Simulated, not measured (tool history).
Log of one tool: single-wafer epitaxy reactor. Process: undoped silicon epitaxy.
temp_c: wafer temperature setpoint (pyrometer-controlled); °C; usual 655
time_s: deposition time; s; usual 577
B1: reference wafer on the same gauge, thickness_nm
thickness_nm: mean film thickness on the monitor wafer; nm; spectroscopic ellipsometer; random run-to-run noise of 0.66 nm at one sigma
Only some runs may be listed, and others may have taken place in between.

{"run": 1, "hour": 0.0, "temp_c": 655, "time_s": 577, "B1": 102.073, "thickness_nm": 110.585}
{"run": 2, "hour": 69.7, "temp_c": 655, "time_s": 577, "B1": 101.972, "thickness_nm": 107.722}
{"run": 3, "hour": 143.1, "temp_c": 655, "time_s": 577, "B1": 102.029, "thickness_nm": 108.123}
{"run": 4, "hour": 231.5, "temp_c": 655, "time_s": 554, "B1": 102.04, "thickness_nm": 104.593}
{"run": 5, "hour": 388.5, "temp_c": 655, "time_s": 554, "B1": 101.97, "thickness_nm": 103.834}
{"run": 6, "hour": 468.1, "temp_c": 655, "time_s": 577, "B1": 101.969, "thickness_nm": 106.698}
{"hour": 539.9, "done": "pyrometer calibrated"}
{"run": 7, "hour": 553.2, "temp_c": 655, "time_s": 577, "B1": 102.038, "thickness_nm": 110.783}
{"run": 8, "hour": 621.8, "temp_c": 655, "time_s": 625, "B1": 102.033, "thickness_nm": 120.271}
{"run": 9, "hour": 684.2, "temp_c": 659, "time_s": 600, "B1": 101.974, "thickness_nm": 126.721}
{"run": 10, "hour": 787.4, "temp_c": 650, "time_s": 531, "B1": 101.949, "thickness_nm": 90.725}
{"run": 11, "hour": 894.3, "temp_c": 655, "time_s": 577, "B1": 102.015, "thickness_nm": 110.182}
{"hour": 931.4, "done": "gauge calibrated"}
{"run": 12, "hour": 932.0, "temp_c": 655, "time_s": 577, "B1": 102.085, "thickness_nm": 110.237}
{"run": 13, "hour": 1030.2, "temp_c": 655, "time_s": 500, "B1": 101.965, "thickness_nm": 95.599}
{"run": 14, "hour": 1070.9, "temp_c": 643, "time_s": 618, "B1": 101.997, "thickness_nm": 90.592}

Expected results for the next run?
{"run": 15, "hour": 1115.2, "temp_c": 655, "time_s": 577, "B1": "?", "thickness_nm": "?"}

{"run 15": {"B1": 102.001, "thickness_nm": 111.327}}
Had the tool carried no hidden state, the very same run would have given thickness_nm 112.385 nm.
